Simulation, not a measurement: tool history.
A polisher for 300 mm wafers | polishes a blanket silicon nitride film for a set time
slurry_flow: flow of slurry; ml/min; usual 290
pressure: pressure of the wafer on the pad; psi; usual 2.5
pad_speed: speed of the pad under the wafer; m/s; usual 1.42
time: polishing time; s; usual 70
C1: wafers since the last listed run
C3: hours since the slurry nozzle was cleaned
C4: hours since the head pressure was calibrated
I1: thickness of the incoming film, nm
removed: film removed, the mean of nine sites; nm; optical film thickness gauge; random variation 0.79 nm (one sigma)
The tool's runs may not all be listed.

Run 1, hour 0: usual settings; C1 0; wafers polished on this pad 274; C3 167.3; C4 148; I1 400.2. Result: removed 96.1 nm.
Run 2, hour 16: usual settings; C1 154; wafers polished on this pad 428; C3 183.3; C4 164; I1 400.9. Result: removed 94.6 nm.
Run 3, hour 28.8: usual settings; C1 123; wafers polished on this pad 552; C3 196.1; C4 176.8; I1 394.6. Result: removed 96.1 nm.
Run 4, hour 49.6: usual settings but pressure 2 psi, pad_speed 1.14 m/s; C1 200; wafers polished on this pad 752; C3 216.9; C4 197.6; I1 403.7. Result: removed 67.4 nm.
Run 5, hour 69.9: usual settings but pressure 2 psi, pad_speed 1.14 m/s; C1 195; wafers polished on this pad 948; C3 237.2; C4 217.9; I1 399.2. Result: removed 67.6 nm.
Run 6, hour 92.8: usual settings but pressure 2 psi, pad_speed 1.14 m/s; C1 221; wafers polished on this pad 1169; C3 260.1; C4 240.8; I1 398.7. Result: removed 67.1 nm.
At hour 108.3: worn pad replaced by a new one.
Run 7, hour 127.8: usual settings but pad_speed 1.78 m/s; C1 299; wafers polished on this pad 188; C3 295.1; C4 275.8; I1 393.7. Result: removed 114.1 nm.
Run 8, hour 143.9: usual settings but pressure 3.1 psi; C1 155; wafers polished on this pad 343; C3 311.2; C4 291.9; I1 391.4. Result: removed 112.4 nm.
Run 9, hour 176.8: usual settings but pressure 3.1 psi; C1 317; wafers polished on this pad 661; C3 344.1; C4 324.8; I1 396.4. Result: removed 109.7 nm.
Run 10, hour 199.6: usual settings but pressure 3.1 psi; C1 220; wafers polished on this pad 881; C3 366.9; C4 347.6; I1 397.8. Result: removed 109.6 nm.
Run 11, hour 223.9: usual settings; C1 234; wafers polished on this pad 1115; C3 391.2; C4 371.9; I1 397.7. Result: removed 92.1 nm.
Run 12, hour 236.1: usual settings but pad_speed 1.76 m/s; C1 117; wafers polished on this pad 1233; C3 403.4; C4 384.1; I1 402.7. Result: removed 109.4 nm.
At hour 259.3: worn pad replaced by a new one.
Run 13, hour 262.4: usual settings but pad_speed 1.76 m/s; C1 215; wafers polished on this pad 29; C3 429.7; C4 410.4; I1 395.3. Result: removed 112.5 nm.
Run 14, hour 292: usual settings but pad_speed 1.76 m/s; C1 285; wafers polished on this pad 315; C3 459.3; C4 440; I1 397. Result: removed 109.8 nm.
Run 15, hour 322.4: usual settings but slurry_flow 355 ml/min, pressure 2.9 psi, pad_speed 1.88 m/s, time 84 s; C1 293; wafers polished on this pad 608; C3 489.7; C4 470.4; I1 400.6. Result: removed 155.5 nm.
At hour 333.9: slurry nozzle cleaned.
Run 16, hour 354.2: usual settings but slurry_flow 385 ml/min, pressure 2.9 psi, pad_speed 1.68 m/s, time 55 s; C1 297; wafers polished on this pad 906; C3 20.3; C4 502.2; I1 400.2. Result: removed 94.6 nm.
At hour 367.4: head pressure recalibrated.
Run 17, hour 378.3: usual settings but slurry_flow 220 ml/min, time 48 s; C1 213; wafers polished on this pad 1119; C3 44.4; C4 10.9; I1 402.6. Result: removed 64.6 nm.
At hour 389: worn pad replaced by a new one.
Run 18, hour 406: usual settings but time 52 s; C1 228; wafers polished on this pad 164; C3 72.1; C4 38.6; I1 401.6. Result: removed 71.5 nm.
Run 19, hour 428.9: usual settings but pad_speed 1.78 m/s; C1 221; wafers polished on this pad 385; C3 95; C4 61.5; I1 396.1. Result: removed 115.6 nm.
Run 20, hour 444.4: usual settings but slurry_flow 355 ml/min, pad_speed 1 m/s, time 60 s; C1 149; wafers polished on this pad 535; C3 110.5; C4 77; I1 394.8. Result: removed 63.9 nm.
Run 21, hour 480: usual settings but slurry_flow 215 ml/min, pad_speed 1.64 m/s, time 47 s; C1 343; wafers polished on this pad 878; C3 146.1; C4 112.6; I1 397.1. Result: removed 70.2 nm.
At hour 522.9: worn pad replaced by a new one.
Run 22, hour 550.7: usual settings; C1 643; wafers polished on this pad 268; C3 216.8; C4 183.3; I1 403.9. Result: removed 94.5 nm.
Run 23, hour 564.8: usual settings but pressure 1.8 psi, time 55 s; C1 136; wafers polished on this pad 404; C3 230.9; C4 197.4; I1 397.3. Result: removed 59 nm.
Run 24, hour 591: usual settings; C1 252; wafers polished on this pad 657; C3 257.1; C4 223.6; I1 405.7. Result: removed 94.3 nm.
Run 25, hour 612.2: usual settings but slurry_flow 380 ml/min, time 88 s; C1 204; wafers polished on this pad 862; C3 278.3; C4 244.8; I1 396.6. Result: removed 121.4 nm.
Run 26, hour 642.5: usual settings but pad_speed 1.84 m/s; C1 292; wafers polished on this pad 1154; C3 308.6; C4 275.1; I1 402.1. Result: removed 115.8 nm.
At hour 663.5: worn pad replaced by a new one.
Run 27, hour 674.1: usual settings but pressure 2.3 psi, time 83 s; C1 266; wafers polished on this pad 102; C3 340.2; C4 306.7; I1 391.4. Result: removed 106 nm.
Run 28, hour 706.2: usual settings; C1 309; wafers polished on this pad 412; C3 372.3; C4 338.8; I1 401.5. Result: removed 95.4 nm.

Forecast each of these 3 alternatives for the next run:
Run A, hour 706.6: usual settings but pad_speed 1.66 m/s; C1 3; wafers polished on this pad 416; C3 372.7; C4 339.2; I1 394.2. Result: removed ?.
Run B, hour 706.6: usual settings but slurry_flow 200 ml/min, pad_speed 1.74 m/s; C1 3; wafers polished on this pad 416; C3 372.7; C4 339.2; I1 394.2. Result: removed ?.
Run C, hour 706.6: usual settings but pressure 1.8 psi; C1 3; wafers polished on this pad 416; C3 372.7; C4 339.2; I1 394.2. Result: removed ?.

run  removed
  A    106.2
  B    105.3
  C     73.3
Without the tool's hidden state the same runs would have given:
run  removed
  A    110.1
  B    109.2
  C       76
